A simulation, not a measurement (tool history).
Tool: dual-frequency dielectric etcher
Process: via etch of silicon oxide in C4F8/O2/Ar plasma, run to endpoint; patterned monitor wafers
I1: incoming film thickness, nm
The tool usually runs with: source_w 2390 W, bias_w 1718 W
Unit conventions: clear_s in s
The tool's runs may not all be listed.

Run 1, hour 0: usual settings; I1 1793.5. Result: clear_s 323.2 s.
Run 2, hour 9.4: usual settings; I1 1811.5. Result: clear_s 327.4 s.
Run 3, hour 16.6: usual settings; I1 1789.4. Result: clear_s 321.1 s.
Run 4, hour 31.5: usual settings; I1 1798.6. Result: clear_s 323.6 s.
Run 5, hour 47.2: usual settings; I1 1791.4. Result: clear_s 324.4 s.
Run 6, hour 55.7: usual settings; I1 1789.9. Result: clear_s 323.3 s.
Run 7, hour 73.3: usual settings but bias_w 1601 W; I1 1816.5. Result: clear_s 331.3 s.
Run 8, hour 89.1: usual settings but bias_w 1601 W; I1 1811.7. Result: clear_s 329 s.
Run 9, hour 95.2: usual settings but source_w 2830 W, bias_w 1951 W; I1 1809.4. Result: clear_s 287 s.
At hour 116.2: source power generator calibrated.
At hour 125.7: bias power generator calibrated.
At hour 127.8: upper electrode replaced.
Run 10, hour 128.3: usual settings; I1 1820.3. Result: clear_s 327 s.
Run 11, hour 128.7: usual settings but source_w 2920 W, bias_w 1930 W; I1 1800.2. Result: clear_s 282.8 s.
Run 12, hour 129.1: usual settings but source_w 2720 W, bias_w 1371 W; I1 1808.1. Result: clear_s 312.6 s.
Run 13, hour 132.2: usual settings but source_w 1800 W, bias_w 2141 W; I1 1797. Result: clear_s 361.9 s.
At hour 156.7: wet clean of the chamber.
Run 14, hour 157.2: usual settings; I1 1772.8. Result: clear_s 334 s.
Run 15, hour 157.6: usual settings; I1 1827.1. Result: clear_s 346.5 s.
Run 16, hour 163.8: usual settings but source_w 2960 W, bias_w 1390 W; I1 1804.7. Result: clear_s 316.1 s.
Run 17, hour 179: usual settings but source_w 2800 W, bias_w 2015 W; I1 1808.2. Result: clear_s 304.7 s.
Run 18, hour 189.5: usual settings but source_w 2970 W, bias_w 1841 W; I1 1803.1. Result: clear_s 298.3 s.
Run 19, hour 199: usual settings but source_w 2070 W, bias_w 2005 W; I1 1781.5. Result: clear_s 351.7 s.
Run 20, hour 212: usual settings; I1 1798.2. Result: clear_s 338 s.

A few steps of clear_s between consecutive runs. Split each: what settings, incoming material and random variation would produce without the hidden state, and what is left over for the hidden state, along with gauge scatter present in only one of the two compared results (measured, and without hidden state):
Hidden state at play: etch rate over this chamber's usual, %; source power that arrives over what is set, %; bias power that arrives over what is set, %.
Run 9 -> 10: source_w 2830 -> 2390, bias_w 1951 -> 1718, source power generator calibrated, bias power generator calibrated, upper electrode replaced. clear_s +40 s: hidden state -3, all else +43.
Run 12 -> 13: source_w 2720 -> 1800, bias_w 1371 -> 2141. clear_s +49.3 s: hidden state -2.7, all else +52.
Run 13 -> 14: source_w 1800 -> 2390, bias_w 2141 -> 1718, wet clean of the chamber. clear_s -27.9 s: hidden state +20.3, all else -48.2.
Run 18 -> 19: source_w 2970 -> 2070, bias_w 1841 -> 2005. clear_s +53.4 s: hidden state -0.2, all else +53.6.
